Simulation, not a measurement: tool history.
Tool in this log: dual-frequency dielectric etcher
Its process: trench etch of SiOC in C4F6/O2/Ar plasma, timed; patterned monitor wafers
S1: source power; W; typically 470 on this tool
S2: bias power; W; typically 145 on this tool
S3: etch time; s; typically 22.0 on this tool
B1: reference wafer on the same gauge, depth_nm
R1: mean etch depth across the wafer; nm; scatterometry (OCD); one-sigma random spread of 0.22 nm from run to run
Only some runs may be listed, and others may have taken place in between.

run,hour,S1,S2,S3,B1,R1
1,0.0,470,145,22.0,57.08,48.82
2,10.2,390,145,22.0,57.12,44.79
3,52.5,470,153,22.0,57.26,49.50
4,83.3,470,153,22.0,57.21,49.21
5,83.6,470,145,22.0,57.14,49.13
6,84.9,470,145,22.0,57.22,48.81
7,94.9,470,145,22.0,57.34,48.82
8,103.0,470,145,22.0,57.16,48.75
9,118.6,450,145,27.0,57.14,58.18
10,126.0,470,152,24.5,57.28,54.67
11,135.4,580,145,25.0,57.26,60.67
12,170.3,470,145,22.0,57.27,48.96
13,170.6,570,145,22.0,57.19,52.72
14,170.9,470,124,22.0,57.27,46.55
15,173.6,470,145,17.0,57.31,37.71
16,186.3,390,122,26.5,57.29,51.18
17,203.1,380,156,22.0,57.33,45.20
18,210.5,470,145,22.0,57.36,48.68
19,222.1,580,132,22.0,57.18,51.93
20,237.6,470,145,22.0,57.19,48.85
21,246.5,470,145,17.5,57.17,39.04
22,257.1,530,164,18.0,57.28,43.28
23,265.3,470,145,22.0,57.23,48.69
24,302.3,540,127,20.0,57.23,45.40
25,318.5,470,145,22.0,57.21,49.27
26,332.4,470,153,22.0,57.31,49.45
27,342.6,410,171,22.0,57.22,47.83
28,360.1,500,145,22.0,57.21,49.93
29,368.1,390,145,22.0,57.29,45.02
30,379.4,590,155,22.0,57.13,54.44
31,397.2,390,131,20.0,57.11,39.83

Missing from the log above: 5 entries noted between runs. For each, name the pair of listed runs it sits between and say how the tool's hidden condition differs from the listed run just before to the listed run just after:
Run 3 -> run 4: wet clean of the chamber (hour 82.8)
  nothing in the hidden state changes from one run to the other
Run 6 -> run 7: bias power generator calibrated (hour 94.4)
  nothing in the hidden state changes from one run to the other
Run 11 -> run 12: gauge calibrated (hour 136.2); source power generator calibrated (hour 159.5); upper electrode replaced (hour 169.8)
  nothing in the hidden state changes from one run to the other
